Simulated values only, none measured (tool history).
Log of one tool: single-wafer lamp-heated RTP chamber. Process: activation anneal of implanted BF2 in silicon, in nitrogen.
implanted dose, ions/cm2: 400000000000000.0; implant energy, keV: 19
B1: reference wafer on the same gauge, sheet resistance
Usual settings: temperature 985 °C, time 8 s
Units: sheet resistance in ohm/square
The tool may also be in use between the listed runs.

{"run": 1, "hour": 0.0, "temperature": 971, "time": 8, "B1": 361.87, "sheet resistance": 365.88}
{"run": 2, "hour": 30.4, "temperature": 985, "time": 8, "B1": 361.81, "sheet resistance": 350.41}
{"run": 3, "hour": 65.1, "temperature": 985, "time": 8, "B1": 361.75, "sheet resistance": 350.35}
{"run": 4, "hour": 84.4, "temperature": 985, "time": 8, "B1": 361.92, "sheet resistance": 351.07}
{"hour": 117.1, "done": "pyrometer window cleaned and pyrometer calibrated"}
{"run": 5, "hour": 117.6, "temperature": 985, "time": 8, "B1": 361.94, "sheet resistance": 352.6}
{"run": 6, "hour": 127.0, "temperature": 985, "time": 8, "B1": 362.23, "sheet resistance": 349.61}
{"run": 7, "hour": 145.0, "temperature": 985, "time": 8, "B1": 361.79, "sheet resistance": 351.74}
{"hour": 160.3, "done": "gauge calibrated"}
{"hour": 175.0, "done": "reflector plate cleaned"}
{"run": 8, "hour": 180.6, "temperature": 964, "time": 12, "B1": 362.27, "sheet resistance": 375.22}
{"run": 9, "hour": 215.8, "temperature": 1007, "time": 7, "B1": 361.82, "sheet resistance": 339.88}

Forecast run 10:
{"run": 10, "hour": 239.6, "temperature": 997, "time": 8, "B1": "?", "sheet resistance": "?"}

{"run 10": {"B1": 361.95, "sheet resistance": 341.84}}
Without the tool's hidden state the same run would have given sheet resistance 341.84 ohm/square.
